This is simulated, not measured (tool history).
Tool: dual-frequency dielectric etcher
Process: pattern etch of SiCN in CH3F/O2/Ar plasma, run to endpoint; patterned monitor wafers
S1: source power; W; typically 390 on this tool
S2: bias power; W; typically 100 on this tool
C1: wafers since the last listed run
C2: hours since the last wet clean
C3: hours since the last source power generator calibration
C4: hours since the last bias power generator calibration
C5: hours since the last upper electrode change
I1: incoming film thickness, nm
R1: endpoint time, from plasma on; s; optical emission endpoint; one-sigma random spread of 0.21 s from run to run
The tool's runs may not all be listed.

run	hour	S1	S2	C1	C2	C3	C4	C5	I1	R1
1	0	390	100	0	171.9	2392.8	3477.2	1175.1	10.26	27.8
2	49.5	390	100	1040	221.4	2442.3	3526.7	1224.6	10.25	27.4
3	88.5	390	116	819	260.4	2481.3	3565.7	1263.6	10.28	26.7
4	154.1	390	116	1378	326	2546.9	3631.3	1329.2	10.33	26.6
5	184.4	390	100	636	356.3	2577.2	3661.6	1359.5	10.31	27.9
6	356.4	390	100	3614	528.3	2749.2	3833.6	1531.5	10.28	27.8
7	420.3	390	100	1342	592.2	2813.1	3897.5	1595.4	10.27	27
# hour 448.3: wet clean of the chamber
8	462.9	390	88	390	14.6	2855.7	3940.1	1638	10.29	27.4
9	492.3	390	88	617	44	2885.1	3969.5	1667.4	10.31	27.4
10	533.6	390	88	867	85.3	2926.4	4010.8	1708.7	10.26	27.5
11	558.5	450	100	523	110.2	2951.3	4035.7	1733.6	10.2	25.2
12	584.4	390	100	544	136.1	2977.2	4061.6	1759.5	10.27	26.4
13	635.4	370	100	1071	187.1	3028.2	4112.6	1810.5	10.25	27.2
14	694.7	370	100	1246	246.4	3087.5	4171.9	1869.8	10.33	26.8
15	736.1	290	100	869	287.8	3128.9	4213.3	1911.2	10.28	28.3
# hour 773.1: wet clean of the chamber, repeated, since the last time left the tool worse
# hour 792.5: bias power generator calibrated
16	798	320	122	712	24.9	3190.8	5.5	1973.1	10.33	28.6
# hour 851.8: source power generator calibrated
17	867.7	390	100	1380	94.6	15.9	75.2	2042.8	10.31	27.7
18	896.3	470	93	600	123.2	44.5	103.8	2071.4	10.3	26.7
19	964.2	320	80	1426	191.1	112.4	171.7	2139.3	10.35	30.7
# hour 991.5: upper electrode replaced
20	1057	360	80	1445	283.9	205.2	264.5	65.5	10.28	28.9
21	1111	390	100	1134	337.9	259.2	318.5	119.5	10.29	27.3
22	1148.6	310	90	790	375.5	296.8	356.1	157.1	10.3	30.2
23	1214.3	490	100	1380	441.2	362.5	421.8	222.8	10.27	25.6
24	1284.5	480	83	1475	511.4	432.7	492	293	10.29	26.3
25	1338.7	470	84	1138	565.6	486.9	546.2	347.2	10.32	26.7
# hour 1380.5: wet clean of the chamber
26	1382.2	390	100	409	1.7	530.4	589.7	390.7	10.19	28.3
27	1436.9	480	100	1149	56.4	585.1	644.4	445.4	10.24	26.4
28	1474	390	100	779	93.5	622.2	681.5	482.5	10.22	28.2

Results per run with the tool's hidden condition removed, run-to-run variation unchanged:
The hidden state here: etch rate over this chamber's usual, %; source power that arrives over what is set, %; bias power that arrives over what is set, %.
run	R1
1	28
2	27.7
3	27
4	27.1
5	28.4
6	28.6
7	27.8
8	28.8
9	28.9
10	29
11	26.7
12	28
13	28.8
14	28.5
15	30.2
16	28.9
17	28.1
18	27.1
19	31.2
20	29.6
21	28
22	31.1
23	26.4
24	27.3
25	27.7
26	28.2
27	26.4
28	28.3

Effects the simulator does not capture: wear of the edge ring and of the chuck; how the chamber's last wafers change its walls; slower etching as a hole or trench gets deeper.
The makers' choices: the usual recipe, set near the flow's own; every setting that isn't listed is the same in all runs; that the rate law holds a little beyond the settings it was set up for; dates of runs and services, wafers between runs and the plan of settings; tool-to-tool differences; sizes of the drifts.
